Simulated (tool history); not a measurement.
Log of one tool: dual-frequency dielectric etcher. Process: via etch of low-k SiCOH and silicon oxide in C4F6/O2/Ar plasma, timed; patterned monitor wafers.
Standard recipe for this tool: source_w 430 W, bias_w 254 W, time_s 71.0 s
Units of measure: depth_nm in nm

run	hour	source_w	bias_w	time_s	read-back reference wafer on the same gauge, depth_nm	depth_nm
1	0.0	430	254	71.0	187.8	224.4
2	102.2	430	254	71.0	188.0	223.0
3	207.7	430	269	71.0	188.1	226.7
4	286.3	430	269	71.0	188.1	227.9
5	342.8	430	254	71.0	187.9	221.6
# hour 393.3: upper electrode replaced
6	420.0	430	254	57.0	187.8	179.1
# hour 499.1: wet clean of the chamber
7	504.9	430	269	71.0	188.0	224.4
8	558.7	500	198	78.0	187.7	243.7
9	654.9	500	296	59.0	188.2	199.9
10	723.5	430	254	71.0	188.1	221.2
11	819.5	430	306	71.0	188.0	229.9
12	1107.5	390	233	85.5	188.2	251.2
13	1168.1	430	254	71.0	188.2	219.2
# hour 1180.5: gauge calibrated
# hour 1199.1: wet clean of the chamber
14	1228.4	330	254	78.0	188.0	220.8
15	1311.6	400	254	76.5	188.1	230.2
16	1353.0	430	282	53.5	188.2	169.0
17	1401.7	380	254	85.5	187.8	253.1
# hour 1457.3: bias power generator calibrated
18	1569.2	430	254	71.0	187.8	221.5
19	1659.5	430	254	71.0	188.0	220.9
20	1710.5	400	254	57.0	187.9	172.0
21	1747.9	430	295	78.0	187.9	251.2
22	1844.8	430	277	59.5	188.1	188.7
23	1933.6	430	215	71.0	187.8	212.0
# hour 2000.1: wet clean of the chamber
24	2003.1	430	305	71.0	188.0	228.4
25	2070.9	430	254	71.0	188.1	218.1
26	2156.9	530	308	71.0	188.1	245.7
27	2193.3	510	254	71.0	188.0	232.6
28	2293.4	500	254	71.0	188.0	231.6

What if the next run were any one of these 5? Each begins from the tool's condition after run 28:
A	2293.8	520	254	71.0	?	?
B	2293.8	350	254	62.5	?	?
C	2293.8	500	233	63.0	?	?
D	2293.8	540	254	56.0	?	?
E	2293.8	430	194	71.0	?	?

run	read-back reference wafer on the same gauge, depth_nm	depth_nm
A	188.2	234.4
B	188.2	180.4
C	188.2	201.4
D	188.2	187.4
E	188.2	207.6
With the hidden condition removed and each run's random variation left untouched, the same runs would have given:
run	depth_nm
A	241.2
B	185.6
C	207.3
D	192.8
E	213.6
